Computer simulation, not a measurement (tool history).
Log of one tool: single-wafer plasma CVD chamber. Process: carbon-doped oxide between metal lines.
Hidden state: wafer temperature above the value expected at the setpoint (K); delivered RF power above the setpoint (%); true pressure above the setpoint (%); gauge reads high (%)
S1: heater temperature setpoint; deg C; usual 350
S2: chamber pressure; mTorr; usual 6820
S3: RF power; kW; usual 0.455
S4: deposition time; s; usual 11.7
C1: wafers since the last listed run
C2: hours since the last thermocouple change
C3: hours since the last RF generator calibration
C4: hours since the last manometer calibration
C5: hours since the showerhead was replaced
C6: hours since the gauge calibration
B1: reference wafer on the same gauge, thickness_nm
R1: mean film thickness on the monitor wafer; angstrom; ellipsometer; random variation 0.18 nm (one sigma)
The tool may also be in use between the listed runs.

run,hour,S1,S2,S3,S4,C1,C2,C3,C4,C5,C6,B1,R1
1,0.0,361,7360,0.455,11.7,0,1783.6,1828.8,1896.5,6319.0,458.3,61.361,513.46
2,101.2,342,6820,0.455,11.7,4036,1884.8,1930.0,1997.7,6420.2,559.5,61.304,541.67
3,264.5,350,6820,0.455,11.7,6512,2048.1,2093.3,2161.0,6583.5,722.8,61.304,527.33
# hour 280.1: gauge calibrated
4,362.0,350,6820,0.455,11.7,3888,2145.6,2190.8,2258.5,6681.0,81.9,61.262,524.44
# hour 401.5: capacitance manometer re-zeroed and calibrated
5,462.0,350,6820,0.455,11.7,3669,2245.6,2290.8,60.5,6781.0,181.9,61.376,523.05
6,510.8,350,6820,0.455,11.7,1946,2294.4,2339.6,109.3,6829.8,230.7,61.298,526.44
# hour 530.8: showerhead replaced
7,550.9,350,6820,0.455,11.7,1280,2334.5,2379.7,149.4,20.1,270.8,61.387,519.46
8,626.4,350,6820,0.455,11.7,3011,2410.0,2455.2,224.9,95.6,346.3,61.331,518.18
9,720.8,339,6820,0.455,10.7,3764,2504.4,2549.6,319.3,190.0,440.7,61.262,493.27
10,764.0,362,6820,0.455,11.7,1722,2547.6,2592.8,362.5,233.2,483.9,61.228,501.61
11,807.8,350,5700,0.455,11.7,1746,2591.4,2636.6,406.3,277.0,527.7,61.304,508.40
# hour 827.8: RF generator calibrated
# hour 896.9: thermocouple changed; heater temperature recalibrated
12,899.6,364,6820,0.520,11.7,3023,2.7,71.8,498.1,368.8,619.5,61.219,540.61
# hour 958.7: gauge calibrated
13,1004.1,364,6820,0.520,11.7,4167,107.2,176.3,602.6,473.3,45.4,61.295,541.78
14,1069.4,350,6820,0.400,11.7,2604,172.5,241.6,667.9,538.6,110.7,61.295,505.60
15,1164.9,350,6820,0.365,11.7,3808,268.0,337.1,763.4,634.1,206.2,61.356,488.54
16,1240.6,350,6820,0.455,11.7,3019,343.7,412.8,839.1,709.8,281.9,61.249,533.49

The same runs without the tool's hidden state, with the same run-to-run variation:
run,R1
1,524.05
2,553.95
3,541.16
4,539.40
5,539.25
6,543.40
7,536.75
8,536.47
9,511.99
10,521.27
11,528.97
12,543.62
13,544.85
14,509.00
15,491.96
16,537.33

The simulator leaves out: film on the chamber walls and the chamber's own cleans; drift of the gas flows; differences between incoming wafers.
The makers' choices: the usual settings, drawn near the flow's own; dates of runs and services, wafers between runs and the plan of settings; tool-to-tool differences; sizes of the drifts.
